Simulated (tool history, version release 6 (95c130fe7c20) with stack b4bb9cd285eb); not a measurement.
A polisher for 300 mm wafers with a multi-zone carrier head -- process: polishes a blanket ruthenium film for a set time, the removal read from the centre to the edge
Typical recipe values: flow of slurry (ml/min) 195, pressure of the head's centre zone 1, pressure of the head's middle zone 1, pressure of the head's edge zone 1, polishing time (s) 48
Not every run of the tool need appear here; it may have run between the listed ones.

run,hour,flow of slurry (ml/min),pressure of the head's centre zone,pressure of the head's middle zone,pressure of the head's edge zone,polishing time (s),"incoming thickness of the incoming film, nm",film removed at the wafer's centre (Å),film removed at mid-radius (Å),film removed at the wafer's edge (Å)
1,0,195,1,1,1,48,625.5,543,541,519
2,8.4,195,1,1,1,48,619.9,541,529,519
3,22.1,195,1,1,0.91,48,626,528,526,497
4,33.9,195,1,1,0.91,48,626.5,525,515,484
5,41.1,195,1,1,1,48,631.5,513,510,487
# hour 47.3: worn pad replaced by a new one
6,58.6,195,1,1,1,48,617,558,550,534
7,77.1,195,1,1,1,48,628.7,556,545,534
8,85.9,195,1,1,1,48,630.6,557,539,537
9,94.3,195,1,1,1,48,629.9,535,534,507
10,103.9,195,1,1,1,48,642.4,530,530,511
11,111.6,195,1,1.11,1.09,48,617.9,525,573,518
# hour 125.2: centre zone pressure recalibrated
# hour 132.9: carrier head's membrane replaced by a new one
12,133.4,195,0.94,0.9,0.89,39,623.7,412,382,392
13,138.3,195,0.92,1,0.95,48,635.2,498,507,492
# hour 158.9: edge zone pressure recalibrated
# hour 171.6: worn pad replaced by a new one
# hour 173.2: slurry nozzle cleaned
14,180.8,195,1,1,1,48,626.2,580,574,557
15,193,145,1,1.03,1,48,630.3,537,555,522
16,202.7,130,1,1,1.11,48,630.8,520,521,522
17,210.1,195,1,1,1.08,48,633.7,562,562,549
18,227.6,195,1,1,0.91,48,640.7,544,548,518
19,244.4,195,1,1,1,48,629.5,538,535,534
# hour 286.8: worn pad replaced by a new one
20,290.7,160,1.03,1,0.97,61,628,718,709,682
21,306.2,145,1,0.89,0.9,33,634.3,370,334,361

Alternative continuations, all from the tool just after run 21; predict every row:
A,306.6,195,1,1,1,48,627.6,?,?,?
B,306.6,195,1.05,1,1.11,48,627.6,?,?,?
C,306.6,150,1.09,1,0.97,48,627.6,?,?,?

run,film removed at the wafer's centre (Å),film removed at mid-radius (Å),film removed at the wafer's edge (Å)
A,571,564,554
B,587,564,572
C,566,537,529
What these runs would have given with no unlogged condition in the tool:
run,film removed at the wafer's centre (Å),film removed at mid-radius (Å),film removed at the wafer's edge (Å)
A,587,580,569
B,603,580,588
C,582,552,544
